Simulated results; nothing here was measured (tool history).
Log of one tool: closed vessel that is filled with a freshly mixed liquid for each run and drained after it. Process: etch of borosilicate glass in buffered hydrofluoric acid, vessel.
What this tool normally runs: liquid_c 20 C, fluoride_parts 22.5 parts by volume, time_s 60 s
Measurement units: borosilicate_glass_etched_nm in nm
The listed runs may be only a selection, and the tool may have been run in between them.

run	hour	liquid_c	fluoride_parts	time_s	wafers since the last listed run	hours since the thermometer was replaced	hours since the hydrofluoric acid flow meter was replaced	hours since the gauge calibration	read-back film thickness of the borosilicate glass reference wafer, read on the same gauge (nm)	borosilicate_glass_etched_nm
1	0	20	29.5	60	0	1227.1	836.3	412.4	50.01	22.43
2	100.3	20	22.5	55	8441	1327.4	936.6	512.7	49.99	24.85
3	186.6	19	25.5	60	7263	1413.7	1022.9	599	50.01	23.23
4	249.1	20	24.5	60	5260	1476.2	1085.4	661.5	49.99	25.22
5	337	20	24.5	60	7398	1564.1	1173.3	749.4	49.99	24.98
6	378.5	20	24.5	60	3492	1605.6	1214.8	790.9	49.99	24.84
7	427.7	20	22.5	60	4140	1654.8	1264	840.1	50	25.91
# hour 508.9: thermometer replaced
8	512.8	20	22.5	60	7078	3.9	1349.1	925.2	49.98	28.12
# hour 567.1: gauge calibrated
9	794.9	20	22.5	85	23742	286	1631.2	227.8	49.99	38.8
10	895.2	20	22.5	85	8441	386.3	1731.5	328.1	50.01	38.88
11	990.6	22	14	35	8029	481.7	1826.9	423.5	49.97	26.28
# hour 1011.1: hydrofluoric acid flow meter replaced
12	1036.7	23.5	22.5	80	3795	527.8	25.6	469.6	49.99	46.26
13	1120.6	20	22.5	60	7061	611.7	109.5	553.5	50	28.99
14	1210.1	17	16	75	7532	701.2	199	643	50	40.42
15	1300.1	17	28.5	40	7574	791.2	289	733	50.01	13.47
16	1343	20	14.5	45	3610	834.1	331.9	775.9	49.98	31.02
17	1426.7	20	22.5	60	7044	917.8	415.6	859.6	49.99	28.37
18	1484.5	20	22.5	90	4864	975.6	473.4	917.4	49.99	41.34
# hour 1492.1: gauge calibrated
19	1557	17	16.5	60	6101	1048.1	545.9	64.9	50	30.46
20	1628.4	20	22.5	60	6009	1119.5	617.3	136.3	50	27.34

5 options for the next run, each taken on its own from the tool as it stands now. Forecast them:
A	1629.1	20	22.5	60	58	1120.2	618	137	?	?
B	1629.1	23	22.5	30	58	1120.2	618	137	?	?
C	1629.1	17	22.5	60	58	1120.2	618	137	?	?
D	1629.1	20	16.5	60	58	1120.2	618	137	?	?
E	1629.1	24.5	22.5	60	58	1120.2	618	137	?	?

run	read-back film thickness of the borosilicate glass reference wafer, read on the same gauge (nm)	borosilicate_glass_etched_nm
A	50.01	27.75
B	50.01	16.36
C	50.01	23.46
D	50.01	35.93
E	50.01	35.5
Stripped of hidden state, with their random variation kept, the same runs would have yielded:
run	borosilicate_glass_etched_nm
A	30.09
B	17.73
C	25.47
D	39.54
E	38.45
